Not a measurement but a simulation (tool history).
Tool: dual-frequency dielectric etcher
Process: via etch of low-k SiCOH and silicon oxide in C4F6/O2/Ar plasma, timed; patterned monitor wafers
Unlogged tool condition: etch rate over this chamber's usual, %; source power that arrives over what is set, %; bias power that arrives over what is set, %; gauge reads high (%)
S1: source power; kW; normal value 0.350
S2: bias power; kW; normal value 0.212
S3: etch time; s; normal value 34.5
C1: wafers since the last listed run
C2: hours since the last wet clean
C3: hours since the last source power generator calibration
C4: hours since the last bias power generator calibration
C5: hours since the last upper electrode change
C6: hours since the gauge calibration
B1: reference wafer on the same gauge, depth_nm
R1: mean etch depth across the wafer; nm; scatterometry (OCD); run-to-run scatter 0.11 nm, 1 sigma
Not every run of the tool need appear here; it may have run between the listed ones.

Run 1, hour 0.0: usual settings but S1 0.420 kW; C1 0; C2 234.4; C3 2017.2; C4 3424.8; C5 3859.5; C6 100.7; B1 75.4. Result: R1 74.6 nm.
Run 2, hour 16.9: usual settings but S1 0.330 kW, S2 0.172 kW; C1 221; C2 251.3; C3 2034.1; C4 3441.7; C5 3876.4; C6 117.6; B1 75.4. Result: R1 61.0 nm.
Run 3, hour 23.2: usual settings but S1 0.330 kW, S2 0.172 kW; C1 82; C2 257.6; C3 2040.4; C4 3448.0; C5 3882.7; C6 123.9; B1 75.4. Result: R1 61.4 nm.
Run 4, hour 30.4: usual settings but S1 0.330 kW, S2 0.172 kW; C1 94; C2 264.8; C3 2047.6; C4 3455.2; C5 3889.9; C6 131.1; B1 75.4. Result: R1 61.3 nm.
Run 5, hour 42.5: usual settings but S3 37.5 s; C1 158; C2 276.9; C3 2059.7; C4 3467.3; C5 3902.0; C6 143.2; B1 75.4. Result: R1 75.9 nm.
Run 6, hour 58.5: usual settings but S3 37.5 s; C1 209; C2 292.9; C3 2075.7; C4 3483.3; C5 3918.0; C6 159.2; B1 75.4. Result: R1 75.9 nm.
Run 7, hour 66.9: usual settings but S3 37.5 s; C1 110; C2 301.3; C3 2084.1; C4 3491.7; C5 3926.4; C6 167.6; B1 75.4. Result: R1 75.8 nm.
Run 8, hour 81.7: usual settings but S2 0.177 kW; C1 193; C2 316.1; C3 2098.9; C4 3506.5; C5 3941.2; C6 182.4; B1 75.4. Result: R1 63.1 nm.
Run 9, hour 92.6: usual settings but S2 0.177 kW; C1 142; C2 327.0; C3 2109.8; C4 3517.4; C5 3952.1; C6 193.3; B1 75.4. Result: R1 63.3 nm.
Run 10, hour 102.1: usual settings but S2 0.177 kW; C1 124; C2 336.5; C3 2119.3; C4 3526.9; C5 3961.6; C6 202.8; B1 75.4. Result: R1 63.4 nm.
Run 11, hour 117.2: usual settings; C1 197; C2 351.6; C3 2134.4; C4 3542.0; C5 3976.7; C6 217.9; B1 75.4. Result: R1 69.7 nm.
Run 12, hour 123.9: usual settings; C1 87; C2 358.3; C3 2141.1; C4 3548.7; C5 3983.4; C6 224.6; B1 75.4. Result: R1 69.9 nm.
Run 13, hour 137.5: usual settings; C1 178; C2 371.9; C3 2154.7; C4 3562.3; C5 3997.0; C6 238.2; B1 75.4. Result: R1 69.7 nm.
At hour 150.2: source power generator calibrated.
Run 14, hour 150.7: usual settings; C1 120; C2 385.1; C3 0.5; C4 3575.5; C5 4010.2; C6 251.4; B1 75.4. Result: R1 69.6 nm.
At hour 176.9: upper electrode replaced.
Run 15, hour 177.4: usual settings but S1 0.430 kW, S3 27.5 s; C1 35; C2 411.8; C3 27.2; C4 3602.2; C5 0.5; C6 278.1; B1 75.4. Result: R1 59.6 nm.
Run 16, hour 178.8: usual settings but S3 37.5 s; C1 18; C2 413.2; C3 28.6; C4 3603.6; C5 1.9; C6 279.5; B1 75.4. Result: R1 75.9 nm.
Run 17, hour 192.1: usual settings but S3 37.5 s; C1 174; C2 426.5; C3 41.9; C4 3616.9; C5 15.2; C6 292.8; B1 75.4. Result: R1 75.8 nm.
At hour 193.8: gauge calibrated.
Run 18, hour 208.8: usual settings but S1 0.370 kW, S3 24.5 s; C1 218; C2 443.2; C3 58.6; C4 3633.6; C5 31.9; C6 15.0; B1 75.4. Result: R1 50.3 nm.
Run 19, hour 236.5: usual settings but S1 0.380 kW; C1 362; C2 470.9; C3 86.3; C4 3661.3; C5 59.6; C6 42.7; B1 75.4. Result: R1 71.5 nm.
Run 20, hour 245.6: usual settings but S2 0.181 kW, S3 31.5 s; C1 119; C2 480.0; C3 95.4; C4 3670.4; C5 68.7; C6 51.8; B1 75.4. Result: R1 58.3 nm.
Run 21, hour 258.8: usual settings; C1 172; C2 493.2; C3 108.6; C4 3683.6; C5 81.9; C6 65.0; B1 75.4. Result: R1 69.6 nm.
Run 22, hour 265.7: usual settings but S1 0.310 kW, S2 0.229 kW, S3 28.0 s; C1 90; C2 500.1; C3 115.5; C4 3690.5; C5 88.8; C6 71.9; B1 75.4. Result: R1 56.3 nm.

Run 23, settings as shown, results not yet in. Your forecast:
At hour 283.9: bias power generator calibrated.
At hour 293.3: wet clean of the chamber.
Run 23, hour 293.8: usual settings but S1 0.310 kW, S3 42.0 s; C1 191; C2 0.5; C3 143.6; C4 9.9; C5 116.9; C6 100.0; B1 ?. Result: R1 ?.

B1: 75.4
R1: 82.3 nm
Take away the tool's hidden state, keep the run-to-run variation as it was, and the same run would have given R1 82.4 nm.
